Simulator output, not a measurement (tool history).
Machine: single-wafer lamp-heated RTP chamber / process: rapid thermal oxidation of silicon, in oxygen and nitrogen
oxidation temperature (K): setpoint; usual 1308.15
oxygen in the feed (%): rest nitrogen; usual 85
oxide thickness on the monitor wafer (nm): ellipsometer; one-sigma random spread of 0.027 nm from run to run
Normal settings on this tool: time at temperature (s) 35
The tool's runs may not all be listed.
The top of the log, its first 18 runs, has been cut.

run    hour  oxidation temperature (K)  time at temperature (s)  oxygen in the feed (%)  read-back reference wafer on the same gauge, thickness  oxide thickness on the monitor wafer (nm)
      840.5  -- pyrometer window cleaned and pyrometer calibrated
 19   856.7                    1286.15                       35                      94                                                   6.308                                      5.568
 20   910.7                    1292.15                       30                      66                                                   6.301                                      4.801
      940.7  -- gauge calibrated
 21   942.6                    1323.15                       35                      98                                                   6.298                                      7.341
 22   999.4                    1317.15                       35                      98                                                   6.311                                      7.074
 23  1066.3                    1308.15                       42                      94                                                   6.291                                      7.165
 24  1096.9                    1308.15                       50                      98                                                   6.297                                      7.824
 25  1135.3                    1318.15                       45                      60                                                   6.299                                      6.732
     1147.6  -- pyrometer window cleaned and pyrometer calibrated, repeated, since the last time left the tool worse
 26  1196.1                    1295.15                       21                      85                                                   6.296                                      4.376
 27  1246.6                    1308.15                       45                      59                                                   6.301                                      5.784
 28  1289.8                    1308.15                       35                      85                                                   6.305                                      5.915
 29  1315.2                    1335.15                       50                      98                                                   6.304                                      8.737
 30  1343.6                    1317.15                       21                      94                                                   6.298                                      5.235
 31    1415                    1308.15                       25                      85                                                     6.3                                      5.174
 32  1440.2                    1308.15                       44                      64                                                   6.306                                      5.928

4 options for the next run, each taken on its own from the tool as it stands now. Forecast them:
  A  1440.7                    1308.15                       35                      85                                                       ?                                          ?
  B  1440.7                    1317.15                       35                      85                                                       ?                                          ?
  C  1440.7                    1316.15                       47                      85                                                       ?                                          ?
  D  1440.7                    1300.15                       35                      85                                                       ?                                          ?

run  read-back reference wafer on the same gauge, thickness  oxide thickness on the monitor wafer (nm)
  A                                                   6.298                                      5.935
  B                                                   6.298                                      6.313
  C                                                   6.298                                      7.125
  D                                                   6.298                                      5.616
The same runs, with their run-to-run variation unchanged, on a tool lacking any hidden condition would have given:
run  oxide thickness on the monitor wafer (nm)
  A                                      5.804
  B                                      6.175
  C                                      6.969
  D                                      5.491
